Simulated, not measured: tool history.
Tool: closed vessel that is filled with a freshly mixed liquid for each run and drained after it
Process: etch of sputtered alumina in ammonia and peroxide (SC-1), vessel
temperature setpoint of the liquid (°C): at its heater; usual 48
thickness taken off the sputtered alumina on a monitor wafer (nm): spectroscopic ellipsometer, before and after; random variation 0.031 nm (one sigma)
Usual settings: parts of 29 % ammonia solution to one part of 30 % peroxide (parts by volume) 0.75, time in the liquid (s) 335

run,hour,temperature setpoint of the liquid (°C),parts of 29 % ammonia solution to one part of 30 % peroxide (parts by volume),time in the liquid (s),wafers since the last listed run,hours since the thermometer was replaced,hours since the ammonia flow meter was replaced,hours since the drum of ammonia solution was connected,hours since the gauge calibration,"read-back film thickness of the sputtered alumina reference wafer, read on the same gauge (nm)",thickness taken off the sputtered alumina on a monitor wafer (nm)
1,0,48,0.75,490,0,2802.2,1304,350.5,209.7,99.98,20.01
2,107.2,48,0.75,490,8325,2909.4,1411.2,457.7,316.9,99.99,20.01
3,164.2,48,0.75,490,4426,2966.4,1468.2,514.7,373.9,100,20.01
# hour 220: new drum of ammonia solution connected
4,255.3,48,0.75,260,6997,3057.5,1559.3,35.3,465,100.01,10.76
5,392.6,48,0.75,335,10663,3194.8,1696.6,172.6,602.3,100.01,13.8
6,437.4,48,0.75,335,3479,3239.6,1741.4,217.4,647.1,99.99,13.84
# hour 470.9: thermometer replaced
# hour 669.7: ammonia flow meter replaced
7,682.6,48,0.75,415,18887,211.7,12.9,462.6,892.3,99.98,15.66
# hour 688.9: gauge calibrated
8,737.9,48,0.75,415,4294,267,68.2,517.9,49,99.99,15.67
9,797.8,48,0.75,335,4651,326.9,128.1,577.8,108.9,100.01,12.66
# hour 859.6: new drum of ammonia solution connected
10,897.6,51,0.4,450,7673,426.7,227.9,38,208.7,100.01,19.14
11,957,54.5,0.75,175,4613,486.1,287.3,97.4,268.1,99.99,9.59
12,1004,42,0.5,510,3650,533.1,334.3,144.4,315.1,99.99,13.33
13,1072.9,56,1.05,335,5350,602,403.2,213.3,384,100.01,20.51
14,1180.8,56,1.05,335,8379,709.9,511.1,321.2,491.9,100.01,20.53
15,1234.1,45.5,1.05,335,4139,763.2,564.4,374.5,545.2,100,11.53
16,1302,48,0.55,335,5273,831.1,632.3,442.4,613.1,100.02,12.53

3 ways to go on from here, each from the tool as it stands after run 16. What would each give?
A,1302.7,48,0.85,335,54,831.8,633,443.1,613.8,?,?
B,1302.7,48,0.95,520,54,831.8,633,443.1,613.8,?,?
C,1302.7,48,0.95,335,54,831.8,633,443.1,613.8,?,?

run,"read-back film thickness of the sputtered alumina reference wafer, read on the same gauge (nm)",thickness taken off the sputtered alumina on a monitor wafer (nm)
A,99.98,13.06
B,99.98,20.49
C,99.98,13.2
Without the tool's hidden state the same runs would have given:
run,thickness taken off the sputtered alumina on a monitor wafer (nm)
A,12.85
B,20.15
C,12.98
